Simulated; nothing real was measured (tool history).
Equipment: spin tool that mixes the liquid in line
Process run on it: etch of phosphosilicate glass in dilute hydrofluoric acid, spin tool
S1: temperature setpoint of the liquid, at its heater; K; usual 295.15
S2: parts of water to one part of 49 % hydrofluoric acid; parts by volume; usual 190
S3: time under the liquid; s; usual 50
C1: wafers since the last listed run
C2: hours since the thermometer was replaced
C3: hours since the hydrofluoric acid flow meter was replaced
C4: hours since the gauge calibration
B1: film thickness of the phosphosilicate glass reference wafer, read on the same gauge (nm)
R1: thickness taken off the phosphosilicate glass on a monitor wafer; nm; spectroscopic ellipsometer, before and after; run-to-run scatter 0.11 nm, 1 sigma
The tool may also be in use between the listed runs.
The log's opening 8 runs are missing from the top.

run 9 day=24.542 | S1=295.15 S2=190 S3=50 | C1=750 C2=1113.6 C3=1286.1 C4=2620.6 | B1=119.97 | R1=24.48
run 10 day=28.796 | S1=295.15 S2=190 S3=50 | C1=1539 C2=1215.7 C3=1388.2 C4=2722.7 | B1=120 | R1=24.42
run 11 day=31.654 | S1=295.15 S2=190 S3=50 | C1=1034 C2=1284.3 C3=1456.8 C4=2791.3 | B1=120 | R1=24.76
run 12 day=33.521 | S1=295.15 S2=105 S3=50 | C1=675 C2=1329.1 C3=1501.6 C4=2836.1 | B1=119.99 | R1=48.47
-- day=34.171 hydrofluoric acid flow meter replaced
run 13 day=36.712 | S1=295.15 S2=190 S3=30 | C1=1139 C2=1405.7 C3=61 C4=2912.7 | B1=120 | R1=14.63
run 14 day=38.325 | S1=295.15 S2=190 S3=50 | C1=583 C2=1444.4 C3=99.7 C4=2951.4 | B1=120 | R1=24.21
-- day=44.475 thermometer replaced
run 15 day=46.554 | S1=291.65 S2=190 S3=50 | C1=2962 C2=49.9 C3=297.2 C4=3148.9 | B1=119.99 | R1=21.41
run 16 day=50.8 | S1=295.15 S2=190 S3=50 | C1=1536 C2=151.8 C3=399.1 C4=3250.8 | B1=119.98 | R1=24.47
run 17 day=53.512 | S1=295.15 S2=190 S3=50 | C1=981 C2=216.9 C3=464.2 C4=3315.9 | B1=120 | R1=24.48
run 18 day=56.392 | S1=293.65 S2=190 S3=50 | C1=1041 C2=286 C3=533.3 C4=3385 | B1=119.98 | R1=23.26
run 19 day=60.333 | S1=297.15 S2=190 S3=75 | C1=1426 C2=380.6 C3=627.9 C4=3479.6 | B1=119.99 | R1=39.66
run 20 day=63.421 | S1=298.65 S2=160 S3=35 | C1=1117 C2=454.7 C3=702 C4=3553.7 | B1=120 | R1=24.09
-- day=64.775 gauge calibrated
run 21 day=66.162 | S1=299.65 S2=190 S3=65 | C1=992 C2=520.5 C3=767.8 C4=33.3 | B1=120 | R1=37.73
run 22 day=68.438 | S1=291.65 S2=190 S3=40 | C1=823 C2=575.1 C3=822.4 C4=87.9 | B1=120.01 | R1=17.1
run 23 day=72.771 | S1=295.15 S2=190 S3=50 | C1=1568 C2=679.1 C3=926.4 C4=191.9 | B1=120.01 | R1=24.5
run 24 day=76.108 | S1=295.15 S2=190 S3=50 | C1=1207 C2=759.2 C3=1006.5 C4=272 | B1=120 | R1=24.39
run 25 day=79.317 | S1=295.15 S2=130 S3=25 | C1=1160 C2=836.2 C3=1083.5 C4=349 | B1=120 | R1=19.15
run 26 day=81.579 | S1=293.65 S2=190 S3=35 | C1=818 C2=890.5 C3=1137.8 C4=403.3 | B1=119.99 | R1=16.12
run 27 day=84.838 | S1=290.65 S2=190 S3=35 | C1=1179 C2=968.7 C3=1216 C4=481.5 | B1=119.99 | R1=14.4
run 28 day=88.408 | S1=297.65 S2=135 S3=30 | C1=1292 C2=1054.4 C3=1301.7 C4=567.2 | B1=120.01 | R1=23.99
run 29 day=91.146 | S1=295.15 S2=190 S3=50 | C1=990 C2=1120.1 C3=1367.4 C4=632.9 | B1=120.01 | R1=24.68
run 30 day=95.192 | S1=292.65 S2=250 S3=50 | C1=1464 C2=1217.2 C3=1464.5 C4=730 | B1=120 | R1=15.98
run 31 day=98.088 | S1=295.15 S2=260 S3=50 | C1=1047 C2=1286.7 C3=1534 C4=799.5 | B1=120.01 | R1=16.59

5 options for the next run, each taken on its own from the tool as it stands now. Forecast them:
run A day=98.104 | S1=295.15 S2=130 S3=50 | C1=6 C2=1287.1 C3=1534.4 C4=799.9 | B1=? | R1=?
run B day=98.104 | S1=295.15 S2=255 S3=40 | C1=6 C2=1287.1 C3=1534.4 C4=799.9 | B1=? | R1=?
run C day=98.104 | S1=295.15 S2=125 S3=50 | C1=6 C2=1287.1 C3=1534.4 C4=799.9 | B1=? | R1=?
run D day=98.104 | S1=291.15 S2=190 S3=50 | C1=6 C2=1287.1 C3=1534.4 C4=799.9 | B1=? | R1=?
run E day=98.104 | S1=292.65 S2=270 S3=20 | C1=6 C2=1287.1 C3=1534.4 C4=799.9 | B1=? | R1=?

run=A B1=120.01 R1=38.29
run=B B1=120.01 R1=13.71
run=C B1=120.01 R1=40.05
run=D B1=120.01 R1=21.02
run=E B1=120.01 R1=5.82
The same runs, with their run-to-run variation unchanged, on a tool lacking any hidden condition would have given:
run=A R1=38.29
run=B R1=13.71
run=C R1=40.05
run=D R1=21.02
run=E R1=5.82
